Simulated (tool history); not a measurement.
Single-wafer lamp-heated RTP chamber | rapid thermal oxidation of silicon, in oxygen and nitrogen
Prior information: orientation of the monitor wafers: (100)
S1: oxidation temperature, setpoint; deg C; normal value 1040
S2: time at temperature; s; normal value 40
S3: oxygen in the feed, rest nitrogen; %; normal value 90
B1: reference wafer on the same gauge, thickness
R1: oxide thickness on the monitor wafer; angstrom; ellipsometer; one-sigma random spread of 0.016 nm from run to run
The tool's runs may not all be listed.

Run 1, day 0.000: usual settings; B1 6.597. Result: R1 70.50 angstrom.
Run 2, day 2.642: usual settings; B1 6.600. Result: R1 70.84 angstrom.
Run 3, day 5.088: usual settings; B1 6.595. Result: R1 70.78 angstrom.
Run 4, day 7.254: usual settings but S1 1053 deg C; B1 6.604. Result: R1 77.74 angstrom.
Run 5, day 8.392: usual settings but S1 1053 deg C; B1 6.603. Result: R1 77.55 angstrom.
At day 9.000: pyrometer window cleaned and pyrometer calibrated.
Run 6, day 10.929: usual settings but S1 1053 deg C; B1 6.600. Result: R1 76.63 angstrom.
Run 7, day 12.888: usual settings but S3 98 %; B1 6.601. Result: R1 72.84 angstrom.
Run 8, day 14.879: usual settings but S3 98 %; B1 6.602. Result: R1 73.27 angstrom.
At day 15.317: gauge calibrated.
Run 9, day 16.217: usual settings but S3 98 %; B1 6.598. Result: R1 73.38 angstrom.
Run 10, day 17.638: usual settings but S2 26 s; B1 6.599. Result: R1 59.06 angstrom.
Run 11, day 20.250: usual settings but S1 1067 deg C; B1 6.602. Result: R1 85.29 angstrom.
At day 21.662: oxygen flow controller replaced.
At day 22.612: pyrometer window cleaned and pyrometer calibrated.
Run 12, day 22.633: usual settings but S2 27 s, S3 82 %; B1 6.602. Result: R1 57.17 angstrom.
Run 13, day 23.925: usual settings but S1 1012 deg C, S2 28 s, S3 80 %; B1 6.597. Result: R1 47.74 angstrom.
Run 14, day 25.783: usual settings but S1 1058 deg C, S2 26 s, S3 67 %; B1 6.600. Result: R1 59.92 angstrom.
Run 15, day 27.825: usual settings but S3 98 %; B1 6.602. Result: R1 73.03 angstrom.
Run 16, day 29.075: usual settings but S2 27 s, S3 82 %; B1 6.604. Result: R1 58.07 angstrom.
Run 17, day 31.162: usual settings but S2 59 s, S3 71 %; B1 6.600. Result: R1 77.35 angstrom.
Run 18, day 33.838: usual settings but S1 1068 deg C, S2 31 s, S3 77 %; B1 6.602. Result: R1 72.81 angstrom.
Run 19, day 35.483: usual settings but S1 1064 deg C, S2 50 s, S3 81 %; B1 6.600. Result: R1 89.18 angstrom.
At day 37.538: pyrometer window cleaned and pyrometer calibrated.
Run 20, day 38.183: usual settings but S1 1065 deg C; B1 6.598. Result: R1 82.80 angstrom.
Run 21, day 40.262: usual settings but S1 1052 deg C, S2 50 s; B1 6.601. Result: R1 84.04 angstrom.

5 ways to go on from here, each from the tool as it stands after run 21. What would each give?
Run A, day 40.283: usual settings but S2 27 s; B1 ?. Result: R1 ?.
Run B, day 40.283: usual settings but S2 24 s; B1 ?. Result: R1 ?.
Run C, day 40.283: usual settings but S1 1018 deg C, S2 59 s, S3 98 %; B1 ?. Result: R1 ?.
Run D, day 40.283: usual settings but S1 1062 deg C, S3 98 %; B1 ?. Result: R1 ?.
Run E, day 40.283: usual settings but S1 1025 deg C, S2 31 s; B1 ?. Result: R1 ?.

run     B1     R1
  A  6.602  59.50
  B  6.602  56.65
  C  6.602  73.66
  D  6.602  84.22
  E  6.602  56.87
What these runs would have given with no unlogged condition in the tool:
run     R1
  A  58.85
  B  56.04
  C  72.82
  D  83.32
  E  56.24
